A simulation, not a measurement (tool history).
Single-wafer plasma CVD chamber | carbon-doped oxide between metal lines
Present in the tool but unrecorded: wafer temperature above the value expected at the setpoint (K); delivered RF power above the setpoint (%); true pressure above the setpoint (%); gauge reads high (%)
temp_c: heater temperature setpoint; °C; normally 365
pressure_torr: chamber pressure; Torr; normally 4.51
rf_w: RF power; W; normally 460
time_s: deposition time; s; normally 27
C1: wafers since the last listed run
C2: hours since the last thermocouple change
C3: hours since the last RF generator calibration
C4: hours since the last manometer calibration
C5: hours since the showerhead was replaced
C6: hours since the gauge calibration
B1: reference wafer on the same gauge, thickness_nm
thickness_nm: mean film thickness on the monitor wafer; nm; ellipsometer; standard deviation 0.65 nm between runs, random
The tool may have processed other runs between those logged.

{"run": 1, "day": 0.0, "temp_c": 365, "pressure_torr": 4.51, "rf_w": 460, "time_s": 27, "C1": 0, "C2": 1825, "C3": 1118.9, "C4": 1675.9, "C5": 5437.5, "C6": 1447.8, "B1": 93.832, "thickness_nm": 109.919}
{"run": 2, "day": 1.246, "temp_c": 365, "pressure_torr": 5.2, "rf_w": 460, "time_s": 27, "C1": 884, "C2": 1854.9, "C3": 1148.8, "C4": 1705.8, "C5": 5467.4, "C6": 1477.7, "B1": 93.808, "thickness_nm": 112.181}
{"run": 3, "day": 3.125, "temp_c": 365, "pressure_torr": 5.2, "rf_w": 460, "time_s": 27, "C1": 1333, "C2": 1900, "C3": 1193.9, "C4": 1750.9, "C5": 5512.5, "C6": 1522.8, "B1": 93.589, "thickness_nm": 112.064}
{"run": 4, "day": 5.7, "temp_c": 365, "pressure_torr": 4.51, "rf_w": 460, "time_s": 27, "C1": 1827, "C2": 1961.8, "C3": 1255.7, "C4": 1812.7, "C5": 5574.3, "C6": 1584.6, "B1": 93.394, "thickness_nm": 109.108}
{"run": 5, "day": 8.633, "temp_c": 374, "pressure_torr": 4.51, "rf_w": 460, "time_s": 27, "C1": 2082, "C2": 2032.2, "C3": 1326.1, "C4": 1883.1, "C5": 5644.7, "C6": 1655, "B1": 92.829, "thickness_nm": 106.982}
{"run": 6, "day": 11.029, "temp_c": 374, "pressure_torr": 4.51, "rf_w": 460, "time_s": 27, "C1": 1700, "C2": 2089.7, "C3": 1383.6, "C4": 1940.6, "C5": 5702.2, "C6": 1712.5, "B1": 92.932, "thickness_nm": 106.978}
{"run": 7, "day": 13.829, "temp_c": 374, "pressure_torr": 4.51, "rf_w": 460, "time_s": 27, "C1": 1987, "C2": 2156.9, "C3": 1450.8, "C4": 2007.8, "C5": 5769.4, "C6": 1779.7, "B1": 92.244, "thickness_nm": 106.666}
{"day": 15.854, "done": "capacitance manometer re-zeroed and calibrated"}
{"run": 8, "day": 16.567, "temp_c": 365, "pressure_torr": 4.51, "rf_w": 500, "time_s": 27, "C1": 1706, "C2": 2222.6, "C3": 1516.5, "C4": 17.1, "C5": 5835.1, "C6": 1845.4, "B1": 91.986, "thickness_nm": 113.06}
{"day": 17.7, "done": "RF generator calibrated"}
{"run": 9, "day": 18.929, "temp_c": 365, "pressure_torr": 4.51, "rf_w": 500, "time_s": 27, "C1": 1440, "C2": 2279.3, "C3": 29.5, "C4": 73.8, "C5": 5891.8, "C6": 1902.1, "B1": 91.415, "thickness_nm": 115.183}
{"day": 21.012, "done": "thermocouple changed; heater temperature recalibrated"}
{"run": 10, "day": 21.033, "temp_c": 365, "pressure_torr": 4.51, "rf_w": 460, "time_s": 27, "C1": 1256, "C2": 0.5, "C3": 80, "C4": 124.3, "C5": 5942.3, "C6": 1952.6, "B1": 91.421, "thickness_nm": 106.783}
{"run": 11, "day": 23.979, "temp_c": 365, "pressure_torr": 4.51, "rf_w": 460, "time_s": 27, "C1": 2090, "C2": 71.2, "C3": 150.7, "C4": 195, "C5": 6013, "C6": 2023.3, "B1": 90.739, "thickness_nm": 107.087}
{"run": 12, "day": 26.208, "temp_c": 365, "pressure_torr": 4.51, "rf_w": 380, "time_s": 22, "C1": 1582, "C2": 124.7, "C3": 204.2, "C4": 248.5, "C5": 6066.5, "C6": 2076.8, "B1": 90.486, "thickness_nm": 73.466}
{"run": 13, "day": 28.896, "temp_c": 365, "pressure_torr": 4.51, "rf_w": 460, "time_s": 27, "C1": 1907, "C2": 189.2, "C3": 268.7, "C4": 313, "C5": 6131, "C6": 2141.3, "B1": 90.275, "thickness_nm": 105.702}
{"day": 31.2, "done": "showerhead replaced"}
{"run": 14, "day": 31.221, "temp_c": 365, "pressure_torr": 3.97, "rf_w": 460, "time_s": 27, "C1": 1413, "C2": 245, "C3": 324.5, "C4": 368.8, "C5": 0.5, "C6": 2197.1, "B1": 89.815, "thickness_nm": 103.294}
{"run": 15, "day": 33.817, "temp_c": 365, "pressure_torr": 4.51, "rf_w": 460, "time_s": 27, "C1": 1842, "C2": 307.3, "C3": 386.8, "C4": 431.1, "C5": 62.8, "C6": 2259.4, "B1": 89.255, "thickness_nm": 105.476}
{"run": 16, "day": 36.179, "temp_c": 365, "pressure_torr": 5.14, "rf_w": 520, "time_s": 27, "C1": 1676, "C2": 364, "C3": 443.5, "C4": 487.8, "C5": 119.5, "C6": 2316.1, "B1": 88.958, "thickness_nm": 116.405}
{"run": 17, "day": 38.517, "temp_c": 358, "pressure_torr": 4.51, "rf_w": 370, "time_s": 27, "C1": 1659, "C2": 420.1, "C3": 499.6, "C4": 543.9, "C5": 175.6, "C6": 2372.2, "B1": 88.524, "thickness_nm": 87.539}
{"day": 39.138, "done": "gauge calibrated"}
{"run": 18, "day": 40.454, "temp_c": 365, "pressure_torr": 4.51, "rf_w": 460, "time_s": 27, "C1": 1375, "C2": 466.6, "C3": 546.1, "C4": 590.4, "C5": 222.1, "C6": 31.6, "B1": 96.489, "thickness_nm": 113.137}
{"run": 19, "day": 41.762, "temp_c": 365, "pressure_torr": 5.38, "rf_w": 375, "time_s": 28.4, "C1": 928, "C2": 498, "C3": 577.5, "C4": 621.8, "C5": 253.5, "C6": 63, "B1": 96.276, "thickness_nm": 102.242}
{"run": 20, "day": 43.417, "temp_c": 365, "pressure_torr": 4.51, "rf_w": 460, "time_s": 31.5, "C1": 1174, "C2": 537.7, "C3": 617.2, "C4": 661.5, "C5": 293.2, "C6": 102.7, "B1": 96.531, "thickness_nm": 131.586}
{"run": 21, "day": 45.538, "temp_c": 373, "pressure_torr": 4.15, "rf_w": 430, "time_s": 30, "C1": 1505, "C2": 588.6, "C3": 668.1, "C4": 712.4, "C5": 344.1, "C6": 153.6, "B1": 96.599, "thickness_nm": 116.456}
{"run": 22, "day": 46.75, "temp_c": 380, "pressure_torr": 5.19, "rf_w": 460, "time_s": 27, "C1": 860, "C2": 617.7, "C3": 697.2, "C4": 741.5, "C5": 373.2, "C6": 182.7, "B1": 96.239, "thickness_nm": 111.985}
{"run": 23, "day": 48.983, "temp_c": 365, "pressure_torr": 4.51, "rf_w": 460, "time_s": 27, "C1": 1585, "C2": 671.3, "C3": 750.8, "C4": 795.1, "C5": 426.8, "C6": 236.3, "B1": 96.147, "thickness_nm": 113.855}
{"run": 24, "day": 51.892, "temp_c": 375, "pressure_torr": 4.51, "rf_w": 460, "time_s": 27, "C1": 2064, "C2": 741.1, "C3": 820.6, "C4": 864.9, "C5": 496.6, "C6": 306.1, "B1": 96.252, "thickness_nm": 110.595}
{"run": 25, "day": 54.696, "temp_c": 356, "pressure_torr": 5.53, "rf_w": 420, "time_s": 30.5, "C1": 1990, "C2": 808.4, "C3": 887.9, "C4": 932.2, "C5": 563.9, "C6": 373.4, "B1": 95.988, "thickness_nm": 123.51}
{"run": 26, "day": 57.371, "temp_c": 380, "pressure_torr": 4.51, "rf_w": 515, "time_s": 27, "C1": 1898, "C2": 872.6, "C3": 952.1, "C4": 996.4, "C5": 628.1, "C6": 437.6, "B1": 96.129, "thickness_nm": 118.253}
{"run": 27, "day": 59.05, "temp_c": 365, "pressure_torr": 4.51, "rf_w": 460, "time_s": 27, "C1": 1191, "C2": 912.9, "C3": 992.4, "C4": 1036.7, "C5": 668.4, "C6": 477.9, "B1": 96.329, "thickness_nm": 112.487}
{"run": 28, "day": 62.033, "temp_c": 355, "pressure_torr": 3.42, "rf_w": 430, "time_s": 22.4, "C1": 2117, "C2": 984.5, "C3": 1064, "C4": 1108.3, "C5": 740, "C6": 549.5, "B1": 95.846, "thickness_nm": 87.802}

Below, each run's measurement less what the same run would have read without the hidden state. Both values contain the same run-to-run variation, but the gauge's scatter may not be the same in both:
run=1 thickness_nm=-3.653
run=2 thickness_nm=-3.889
run=3 thickness_nm=-4.134
run=4 thickness_nm=-4.373
run=5 thickness_nm=-4.695
run=6 thickness_nm=-5.043
run=7 thickness_nm=-5.452
run=8 thickness_nm=-6.237
run=9 thickness_nm=-6.775
run=10 thickness_nm=-6.64
run=11 thickness_nm=-7.184
run=12 thickness_nm=-5.212
run=13 thickness_nm=-8.008
run=14 thickness_nm=-8.272
run=15 thickness_nm=-8.974
run=16 thickness_nm=-10.453
run=17 thickness_nm=-8.283
run=18 thickness_nm=-0.668
run=19 thickness_nm=-0.608
run=20 thickness_nm=-0.796
run=21 thickness_nm=-0.728
run=22 thickness_nm=-0.717
run=23 thickness_nm=-0.769
run=24 thickness_nm=-0.813
run=25 thickness_nm=-0.996
run=26 thickness_nm=-1.05
run=27 thickness_nm=-1.063
run=28 thickness_nm=-0.931
